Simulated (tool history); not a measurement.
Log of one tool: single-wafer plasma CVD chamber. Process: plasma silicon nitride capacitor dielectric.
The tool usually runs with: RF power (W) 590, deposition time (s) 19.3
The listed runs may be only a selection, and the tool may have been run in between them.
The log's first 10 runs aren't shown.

run	hour	RF power (W)	deposition time (s)	wafers since the last listed run	hours since the last RF generator calibration	hours since the showerhead was replaced	hours since the gauge calibration	read-back reference wafer on the same gauge, thickness_nm	mean film thickness on the monitor wafer (Å)
11	1158.1	540	19.3	2690	193	5639.8	1616	34.391	297.32
12	1207.4	590	19.3	1319	242.3	5689.1	1665.3	34.412	302.52
13	1252.4	590	19.3	1204	287.3	5734.1	1710.3	34.478	302.78
14	1345.5	590	19.3	2492	380.4	5827.2	1803.4	34.39	302.18
15	1403.3	590	19.3	1547	438.2	5885	1861.2	34.451	300.72
16	1453.6	590	19.3	1346	488.5	5935.3	1911.5	34.418	301.06
17	1532.6	540	19.3	2114	567.5	6014.3	1990.5	34.482	294.52
18	1606.7	590	17.8	1983	641.6	6088.4	2064.6	34.357	277.88
19	1692.9	640	23.1	2307	727.8	6174.6	2150.8	34.399	367.1
20	1798.4	590	19.3	2824	833.3	6280.1	2256.3	34.343	300.3
21	1846.5	520	16.1	1287	881.4	6328.2	2304.4	34.407	240.16
22	1950.7	590	19.3	2789	985.6	6432.4	2408.6	34.38	301.19
23	2057.7	590	19.3	2864	1092.6	6539.4	2515.6	34.437	298.44
24	2141.8	590	19.3	2251	1176.7	6623.5	2599.7	34.425	299.3
25	2191.3	490	22	1325	1226.2	6673	2649.2	34.429	327.37
# hour 2209.6: showerhead replaced
# hour 2248.9: gauge calibrated
26	2293.7	645	21.1	2527	1328.6	84.1	44.8	34.408	333.62
27	2436.1	500	16.4	3812	1471	226.5	187.2	34.443	244.63
28	2520.7	590	20.4	2264	1555.6	311.1	271.8	34.424	316.33
29	2594.8	590	19.3	1983	1629.7	385.2	345.9	34.441	297.49
30	2693.5	590	18.2	2642	1728.4	483.9	444.6	34.427	281.25
31	2763.1	590	16.7	1863	1798	553.5	514.2	34.35	257.34

Run 32 comes next. What will it give?
32	2854	510	22.2	2433	1888.9	644.4	605.1	?	?

{"run 32": {"read-back reference wafer on the same gauge, thickness_nm": 34.395, "mean film thickness on the monitor wafer (Å)": 331.6}}
On a tool with no hidden condition, and with the same random variation, this run would have come out at mean film thickness on the monitor wafer (Å) 339.18.

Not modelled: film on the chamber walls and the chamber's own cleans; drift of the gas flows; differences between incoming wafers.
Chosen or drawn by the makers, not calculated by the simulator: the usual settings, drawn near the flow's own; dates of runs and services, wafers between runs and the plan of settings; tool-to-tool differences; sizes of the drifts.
